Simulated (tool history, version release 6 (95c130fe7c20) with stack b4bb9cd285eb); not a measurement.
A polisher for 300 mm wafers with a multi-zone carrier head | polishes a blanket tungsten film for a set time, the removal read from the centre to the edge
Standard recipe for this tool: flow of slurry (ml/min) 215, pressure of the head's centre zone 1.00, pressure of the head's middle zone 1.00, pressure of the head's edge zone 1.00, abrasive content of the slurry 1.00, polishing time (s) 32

run	hour	flow of slurry (ml/min)	pressure of the head's centre zone	pressure of the head's middle zone	pressure of the head's edge zone	abrasive content of the slurry	polishing time (s)	wafers since the last listed run	wafers polished on this pad	hours since the slurry nozzle was cleaned	hours since the centre zone pressure was calibrated	hours since the edge zone pressure was calibrated	hours since the carrier head's membrane was replaced	incoming thickness of the incoming film, nm	film removed at the wafer's centre (nm)	film removed at mid-radius (nm)	film removed at the wafer's edge (nm)
1	0.0	265	1.00	0.94	0.90	1.00	32	0	1309	241.2	364.8	692.2	1087.1	1494.2	239.9	213.8	206.5
2	33.9	285	1.00	1.00	1.00	1.00	32	275	1585	275.1	398.7	726.1	1121.0	1469.7	246.0	224.0	216.5
# hour 71.8: worn pad replaced by a new one
3	84.6	215	1.00	1.00	1.00	1.00	21	379	103	325.8	449.4	776.8	1171.7	1476.6	155.1	140.5	138.9
# hour 109.9: centre zone pressure recalibrated
4	119.2	215	1.00	1.00	1.00	1.00	32	265	368	360.4	9.3	811.4	1206.3	1468.3	224.9	216.2	217.6
5	145.0	215	0.92	1.00	1.00	1.00	32	209	578	386.2	35.1	837.2	1232.1	1490.9	204.6	216.5	215.6
# hour 172.6: carrier head's membrane replaced by a new one
6	174.1	215	1.00	1.00	1.00	1.00	32	195	774	415.3	64.2	866.3	1.5	1483.3	225.1	215.7	213.0
7	222.1	215	0.96	1.07	1.00	1.10	39	390	1164	463.3	112.2	914.3	49.5	1498.5	274.0	288.0	269.4
8	245.6	165	1.00	1.00	1.00	1.00	32	191	1355	486.8	135.7	937.8	73.0	1491.9	219.4	210.7	213.0
9	262.6	145	1.00	1.00	1.00	1.20	32	138	1494	503.8	152.7	954.8	90.0	1489.5	229.5	217.1	213.9
# hour 282.6: edge zone pressure recalibrated
# hour 289.7: worn pad replaced by a new one
10	290.2	215	1.00	1.00	1.12	1.00	26	175	3	531.4	180.3	7.6	117.6	1466.7	186.1	177.8	181.1
11	301.7	215	1.00	1.00	1.00	1.00	32	93	97	542.9	191.8	19.1	129.1	1485.9	231.5	218.5	211.6
12	332.3	215	1.06	1.00	1.00	1.20	22	248	346	573.5	222.4	49.7	159.7	1489.1	176.4	155.8	152.3
13	361.8	215	1.00	1.10	0.92	1.20	35	239	585	603.0	251.9	79.2	189.2	1511.2	264.2	268.0	232.9
14	387.5	215	1.00	1.00	1.03	1.00	32	208	794	628.7	277.6	104.9	214.9	1480.0	238.3	219.7	211.1
15	404.5	275	1.00	1.00	1.00	1.00	32	138	933	645.7	294.6	121.9	231.9	1485.7	242.8	221.7	218.0
16	420.8	215	1.00	1.00	1.00	1.00	32	132	1065	662.0	310.9	138.2	248.2	1476.5	235.2	220.9	210.7
17	448.6	215	0.89	1.00	1.00	0.75	32	226	1291	689.8	338.7	166.0	276.0	1507.9	196.4	204.9	204.8
18	477.7	215	1.00	1.00	1.00	1.00	32	236	1528	718.9	367.8	195.1	305.1	1493.7	242.5	214.5	219.2
# hour 487.7: slurry nozzle cleaned
19	495.4	215	1.00	0.91	1.00	1.00	32	135	1664	7.7	385.5	212.8	322.8	1498.1	236.5	199.9	219.2
20	528.9	215	1.00	1.00	1.06	1.00	39	272	1936	41.2	419.0	246.3	356.3	1503.2	296.6	262.1	268.0
21	544.5	215	1.10	1.00	1.00	1.00	40	126	2063	56.8	434.6	261.9	371.9	1464.1	332.1	271.9	264.2
# hour 562.3: worn pad replaced by a new one
# hour 565.3: centre zone pressure recalibrated
22	575.1	215	1.05	1.00	1.00	1.00	32	200	87	87.4	9.8	292.5	402.5	1502.8	226.4	220.0	216.7

Consider 3 possible next runs. They are alternatives, not a sequence: every one starts from the tool as it was left by run 22. What does each give?
A	575.5	215	1.00	1.00	1.00	1.00	32	3	91	87.8	10.2	292.9	402.9	1487.6	?	?	?
B	575.5	215	0.94	1.06	1.00	1.00	32	3	91	87.8	10.2	292.9	402.9	1487.6	?	?	?
C	575.5	180	1.00	1.00	1.00	1.00	32	3	91	87.8	10.2	292.9	402.9	1487.6	?	?	?

run	film removed at the wafer's centre (nm)	film removed at mid-radius (nm)	film removed at the wafer's edge (nm)
A	214.4	215.3	216.7
B	201.5	226.3	216.5
C	209.9	211.3	213.7
Had the tool no hidden state, the same runs would have come out as:
run	film removed at the wafer's centre (nm)	film removed at mid-radius (nm)	film removed at the wafer's edge (nm)
A	219.6	215.3	216.7
B	206.4	226.3	216.5
C	215.0	211.3	213.7

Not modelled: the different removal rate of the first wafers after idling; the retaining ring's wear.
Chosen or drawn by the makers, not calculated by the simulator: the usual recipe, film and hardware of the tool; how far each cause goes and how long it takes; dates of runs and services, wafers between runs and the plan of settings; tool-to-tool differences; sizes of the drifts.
